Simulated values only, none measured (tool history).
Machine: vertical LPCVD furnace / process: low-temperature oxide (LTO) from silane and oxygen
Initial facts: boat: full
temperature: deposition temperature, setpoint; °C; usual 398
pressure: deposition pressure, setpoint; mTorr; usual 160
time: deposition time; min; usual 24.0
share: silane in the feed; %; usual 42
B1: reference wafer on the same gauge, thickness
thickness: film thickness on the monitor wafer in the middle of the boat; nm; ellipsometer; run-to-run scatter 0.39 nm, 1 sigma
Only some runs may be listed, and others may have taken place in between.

run 1 hour=0.0 | temperature=398 pressure=160 time=28.5 share=42 | B1=169.02 | thickness=224.49
run 2 hour=78.0 | temperature=398 pressure=160 time=28.5 share=42 | B1=168.97 | thickness=224.93
run 3 hour=146.2 | temperature=398 pressure=160 time=28.5 share=42 | B1=168.87 | thickness=224.48
run 4 hour=187.8 | temperature=398 pressure=160 time=24.0 share=42 | B1=168.99 | thickness=188.91
run 5 hour=224.1 | temperature=398 pressure=175 time=24.0 share=42 | B1=169.04 | thickness=207.05
-- hour=282.6 pressure gauge zeroed
run 6 hour=283.1 | temperature=398 pressure=175 time=24.0 share=42 | B1=169.12 | thickness=207.31
run 7 hour=307.7 | temperature=398 pressure=175 time=24.0 share=42 | B1=169.00 | thickness=207.49
-- hour=343.2 gauge calibrated
-- hour=408.4 silane flow controller replaced
run 8 hour=414.2 | temperature=398 pressure=160 time=28.5 share=42 | B1=168.92 | thickness=225.36
-- hour=472.8 thermocouples replaced and temperature profile calibrated
run 9 hour=473.4 | temperature=398 pressure=160 time=30.5 share=45 | B1=169.09 | thickness=264.49
run 10 hour=519.2 | temperature=386 pressure=190 time=24.0 share=46 | B1=169.04 | thickness=222.15
run 11 hour=559.9 | temperature=390 pressure=125 time=24.0 share=42 | B1=168.97 | thickness=138.62

What does the tool deliver on the next run?
run 12 hour=615.3 | temperature=398 pressure=160 time=24.0 share=49 | B1=? | thickness=?

B1: 168.96
thickness: 226.31 nm
The same run, on a tool lacking any hidden state, would have yielded thickness 214.66 nm.
